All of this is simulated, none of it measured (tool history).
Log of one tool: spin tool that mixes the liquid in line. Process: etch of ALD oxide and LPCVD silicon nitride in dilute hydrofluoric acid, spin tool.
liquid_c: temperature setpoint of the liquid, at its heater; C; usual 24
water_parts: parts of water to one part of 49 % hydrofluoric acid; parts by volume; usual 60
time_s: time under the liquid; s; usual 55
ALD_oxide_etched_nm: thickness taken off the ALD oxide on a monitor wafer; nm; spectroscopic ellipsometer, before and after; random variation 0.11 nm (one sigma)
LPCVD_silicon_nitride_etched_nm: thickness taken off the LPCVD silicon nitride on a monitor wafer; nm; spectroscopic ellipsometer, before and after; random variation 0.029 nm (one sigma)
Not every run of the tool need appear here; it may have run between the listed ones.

run    hour  liquid_c  water_parts  time_s  wafers since the last listed run  hours since the thermometer was replaced  hours since the hydrofluoric acid flow meter was replaced  hours since the gauge calibration  read-back film thickness of the ALD oxide reference wafer, read on the same gauge (nm)  read-back film thickness of the LPCVD silicon nitride reference wafer, read on the same gauge (nm)  ALD_oxide_etched_nm  LPCVD_silicon_nitride_etched_nm
  1       0      20.5           60      55                                 0                                     589.4                                                      398.4                                890                                                                                  139.99                                                                                             149.988                12.24                            0.411
  2    34.6      26.5           60      55                               436                                       624                                                        433                              924.6                                                                                  140.05                                                                                             150.011                15.98                            0.636
  3    78.1      26.5           60      55                               549                                     667.5                                                      476.5                              968.1                                                                                  139.96                                                                                             149.988                16.35                            0.606
       84.1  -- thermometer replaced
  4   118.3        28           80      55                               494                                      34.2                                                      516.7                             1008.3                                                                                  140.01                                                                                             149.994                11.72                            0.435
  5   143.8        26           60      55                               321                                      59.7                                                      542.2                             1033.8                                                                                  139.99                                                                                              150.01                14.64                            0.549
  6   215.4        29           85      45                               903                                     131.3                                                      613.8                             1105.4                                                                                  139.98                                                                                             150.035                  9.5                             0.39
  7   269.1        24           60      55                               677                                       185                                                      667.5                             1159.1                                                                                  140.03                                                                                             150.031                 14.1                            0.426
  8   295.9        24           85      55                               338                                     211.8                                                      694.3                             1185.9                                                                                  140.01                                                                                             149.997                 9.78                            0.361
  9   352.1        24           60      55                               709                                       268                                                      750.5                             1242.1                                                                                  139.99                                                                                             149.994                 14.4                            0.482
 10   382.8        28           60      45                               387                                     298.7                                                      781.2                             1272.8                                                                                  139.99                                                                                             149.995                13.84                            0.555
 11   443.9        21           35      55                               771                                     359.8                                                      842.3                             1333.9                                                                                  139.99                                                                                             149.999                22.73                            0.766
 12   488.3        28           60      45                               560                                     404.2                                                      886.7                             1378.3                                                                                     140                                                                                             149.966                14.25                            0.613
 13   533.2        24           60      55                               566                                     449.1                                                      931.6                             1423.2                                                                                     140                                                                                              149.98                14.83                            0.582
 14   567.8        21           60      55                               436                                     483.7                                                      966.2                             1457.8                                                                                  139.98                                                                                             150.005                 13.2                            0.436
        577  -- gauge calibrated
 15   627.2      27.5           60      25                               749                                     543.1                                                     1025.6                               50.2                                                                                  140.03                                                                                             150.001                 7.91                            0.323
      630.4  -- thermometer replaced
 16   670.1        24           60      55                               528                                      39.7                                                     1068.5                               93.1                                                                                  139.98                                                                                             150.005                14.21                            0.465
        708  -- hydrofluoric acid flow meter replaced
 17     736      21.5           85      65                               819                                     105.6                                                         28                                159                                                                                  139.97                                                                                             149.994                 9.49                            0.316
 18   806.9        29           80      30                               894                                     176.5                                                       98.9                              229.9                                                                                  139.99                                                                                             149.995                 6.51                            0.269
 19   841.5        24           60      55                               436                                     211.1                                                      133.5                              264.5                                                                                  139.99                                                                                             149.983                13.24                            0.435
 20     906        24           60      55                               814                                     275.6                                                        198                                329                                                                                     140                                                                                             150.016                13.67                            0.426
 21   954.6        24           35      35                               613                                     324.2                                                      246.6                              377.6                                                                                     140                                                                                             149.995                15.32                            0.514
 22  1018.6        24           60      55                               807                                     388.2                                                      310.6                              441.6                                                                                  139.97                                                                                             150.001                13.84                            0.484
 23    1048      22.5           60      55                               371                                     417.6                                                        340                                471                                                                                  139.99                                                                                             150.001                13.11                            0.465
 24  1086.9        24           60      55                               491                                     456.5                                                      378.9                              509.9                                                                                  140.02                                                                                              149.98                14.21                            0.503
 25  1112.2        22           35      30                               319                                     481.8                                                      404.2                              535.2                                                                                  139.99                                                                                             149.991                12.57                             0.44
 26    1155      19.5           60      55                               540                                     524.6                                                        447                                578                                                                                     140                                                                                             150.003                11.88                             0.39

Each row is a separate what-if for the run after 26, all from the same tool condition, not one after another. Results?
  A  1155.4        24           60      55                                 5                                       525                                                      447.4                              578.4                                                                                       ?                                                                                                   ?                    ?                                ?
  B  1155.4        24           50      55                                 5                                       525                                                      447.4                              578.4                                                                                       ?                                                                                                   ?                    ?                                ?
  C  1155.4        20           45      45                                 5                                       525                                                      447.4                              578.4                                                                                       ?                                                                                                   ?                    ?                                ?
  D  1155.4        28           45      70                                 5                                       525                                                      447.4                              578.4                                                                                       ?                                                                                                   ?                    ?                                ?

run  read-back film thickness of the ALD oxide reference wafer, read on the same gauge (nm)  read-back film thickness of the LPCVD silicon nitride reference wafer, read on the same gauge (nm)  ALD_oxide_etched_nm  LPCVD_silicon_nitride_etched_nm
  A                                                                                  139.97                                                                                             149.983                14.17                            0.526
  B                                                                                  139.97                                                                                             149.983                17.23                            0.629
  C                                                                                  139.97                                                                                             149.983                13.35                            0.435
  D                                                                                  139.97                                                                                             149.983                28.81                            1.155
Stripped of hidden state, with their random variation kept, the same runs would have yielded:
run  ALD_oxide_etched_nm  LPCVD_silicon_nitride_etched_nm
  A                12.59                            0.451
  B                15.31                            0.539
  C                11.84                            0.372
  D                25.64                            0.993
